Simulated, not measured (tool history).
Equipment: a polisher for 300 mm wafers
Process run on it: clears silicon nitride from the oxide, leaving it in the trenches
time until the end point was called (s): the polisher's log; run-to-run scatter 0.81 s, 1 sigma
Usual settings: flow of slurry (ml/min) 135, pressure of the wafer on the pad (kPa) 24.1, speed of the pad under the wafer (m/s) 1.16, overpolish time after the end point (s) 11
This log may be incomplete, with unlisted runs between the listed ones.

| run | hour | flow of slurry (ml/min) | pressure of the wafer on the pad (kPa) | speed of the pad under the wafer (m/s) | overpolish time after the end point (s) | incoming thickness of the incoming film, nm | time until the end point was called (s) |
|---|---|---|---|---|---|---|---|
| 1 | 0 | 135 | 24.1 | 1.16 | 11 | 109.9 | 73 |
| 2 | 38.2 | 135 | 24.1 | 1.16 | 11 | 109.4 | 74.4 |
|  | 43.4 | worn pad replaced by a new one |
| 3 | 80.4 | 135 | 24.1 | 1.16 | 11 | 110.4 | 75.8 |
| 4 | 131.2 | 135 | 24.1 | 1.16 | 11 | 111.8 | 76.4 |
| 5 | 175.7 | 135 | 24.1 | 1.16 | 11 | 109.7 | 75.4 |
|  | 189.6 | head pressure recalibrated |
| 6 | 222.7 | 135 | 24.1 | 1.16 | 11 | 110.9 | 72.1 |
| 7 | 261.6 | 135 | 24.1 | 1.16 | 15 | 111.4 | 73.3 |
| 8 | 301.8 | 135 | 24.1 | 1.16 | 15 | 111.1 | 72.7 |
| 9 | 360.5 | 135 | 24.1 | 1.16 | 15 | 108.2 | 72.1 |
|  | 374.3 | slurry nozzle cleaned |
|  | 377.9 | worn pad replaced by a new one, of another model than before |
| 10 | 474.8 | 150 | 24.1 | 1 | 11 | 110.3 | 76 |
| 11 | 499.5 | 150 | 24.1 | 1 | 11 | 110.9 | 77.6 |
| 12 | 551.7 | 135 | 21.4 | 1.16 | 11 | 111 | 81.1 |
| 13 | 583.4 | 135 | 21.4 | 1.16 | 11 | 111.1 | 80.8 |
| 14 | 691.8 | 135 | 24.1 | 1.16 | 11 | 109 | 74.2 |
|  | 709.7 | worn pad replaced by a new one |
| 15 | 717 | 135 | 27.6 | 1.16 | 11 | 111.2 | 68.3 |
| 16 | 763.4 | 150 | 15.9 | 1.54 | 14 | 107.5 | 78.9 |
| 17 | 832.9 | 95 | 24.1 | 1.16 | 8 | 111.4 | 85.1 |
|  | 867.9 | head pressure recalibrated |
| 18 | 872.1 | 135 | 24.1 | 1.16 | 11 | 109.7 | 72.2 |
| 19 | 933.9 | 135 | 24.1 | 1.4 | 11 | 110.2 | 66.1 |
|  | 944.7 | slurry nozzle cleaned |
|  | 967.7 | worn pad replaced by a new one |
| 20 | 972.6 | 95 | 24.1 | 1.16 | 8 | 110.7 | 83.9 |
| 21 | 1029.9 | 135 | 24.1 | 1.16 | 11 | 108.4 | 72.4 |
| 22 | 1063.2 | 135 | 24.1 | 1.16 | 11 | 110.8 | 72.8 |
| 23 | 1101 | 135 | 24.1 | 1.16 | 9 | 109.9 | 72.3 |
| 24 | 1166.7 | 135 | 24.1 | 1.16 | 15 | 108.7 | 71.5 |
| 25 | 1197.3 | 135 | 31.7 | 1.48 | 11 | 111.7 | 53.6 |
|  | 1277.1 | worn pad replaced by a new one |
| 26 | 1373.4 | 110 | 24.1 | 1.36 | 11 | 111.8 | 73.4 |
| 27 | 1415 | 135 | 26.9 | 1.16 | 11 | 108.9 | 69.1 |
|  | 1450.9 | head pressure recalibrated |
| 28 | 1461.4 | 160 | 32.4 | 0.84 | 15 | 110.8 | 67.3 |

3 options for the next run, each taken on its own from the tool as it stands now. Forecast them:
| A | 1461.8 | 135 | 24.1 | 1.16 | 11 | 109.1 | ? |
| B | 1461.8 | 135 | 31 | 1.16 | 11 | 109.1 | ? |
| C | 1461.8 | 105 | 24.1 | 1.46 | 16 | 109.1 | ? |

| run | time until the end point was called (s) |
|---|---|
| A | 72.5 |
| B | 60.4 |
| C | 69.2 |
Without the tool's hidden state the same runs would have given:
| run | time until the end point was called (s) |
|---|---|
| A | 72.3 |
| B | 60.2 |
| C | 69 |

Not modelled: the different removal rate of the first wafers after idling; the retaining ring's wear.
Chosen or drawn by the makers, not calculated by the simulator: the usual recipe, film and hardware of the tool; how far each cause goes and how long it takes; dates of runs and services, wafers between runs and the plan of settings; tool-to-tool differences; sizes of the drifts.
